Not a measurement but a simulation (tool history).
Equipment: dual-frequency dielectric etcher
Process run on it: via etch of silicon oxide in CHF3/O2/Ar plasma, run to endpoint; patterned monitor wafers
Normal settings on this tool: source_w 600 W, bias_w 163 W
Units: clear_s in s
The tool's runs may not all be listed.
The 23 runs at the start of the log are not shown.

run   hour  source_w  bias_w  wafers since the last listed run  hours since the last wet clean  hours since the last source power generator calibration  hours since the last bias power generator calibration  hours since the last upper electrode change  incoming incoming film thickness, nm  clear_s
 24  315.9       510     196                               133                           471.5                                                   1938.4                                                  122.4                                         78.0                                 440.2    230.9
     332.5  -- source power generator calibrated
 25  333.4       700     147                                58                           489.0                                                      0.9                                                  139.9                                         95.5                                 441.2    233.6
     360.2  -- wet clean of the chamber
 26  360.7       710     195                                14                             0.5                                                     28.2                                                  167.2                                        122.8                                 441.9    200.4
 27  361.1       730     163                                 1                             0.9                                                     28.6                                                  167.6                                        123.2                                 442.5    214.1
 28  391.5       660     163                               132                            31.3                                                     59.0                                                  198.0                                        153.6                                 443.7    222.9
 29  404.1       730     141                                54                            43.9                                                     71.6                                                  210.6                                        166.2                                 439.9    226.6
 30  417.2       600     149                                57                            57.0                                                     84.7                                                  223.7                                        179.3                                 445.0    242.2
 31  427.7       600     163                                45                            67.5                                                     95.2                                                  234.2                                        189.8                                 441.2    231.1
 32  441.1       600     163                                58                            80.9                                                    108.6                                                  247.6                                        203.2                                 444.4    231.7
 33  454.0       600     163                                56                            93.8                                                    121.5                                                  260.5                                        216.1                                 440.2    230.9
 34  461.9       740     202                                34                           101.7                                                    129.4                                                  268.4                                        224.0                                 443.9    196.9
 35  476.6       600     163                                64                           116.4                                                    144.1                                                  283.1                                        238.7                                 438.6    229.6
 36  488.4       540     183                                51                           128.2                                                    155.9                                                  294.9                                        250.5                                 444.8    231.2

3 ways to go on from here, each from the tool as it stands after run 36. What would each give?
  A  488.9       600     163                                 2                           128.7                                                    156.4                                                  295.4                                        251.0                                 439.3        ?
  B  488.9       520     177                                 2                           128.7                                                    156.4                                                  295.4                                        251.0                                 439.3        ?
  C  488.9       650     127                                 2                           128.7                                                    156.4                                                  295.4                                        251.0                                 439.3        ?

run  clear_s
  A    230.7
  B    234.2
  C    249.3
With the hidden condition removed and each run's random variation left untouched, the same runs would have given:
run  clear_s
  A    228.6
  B    232.1
  C    247.1
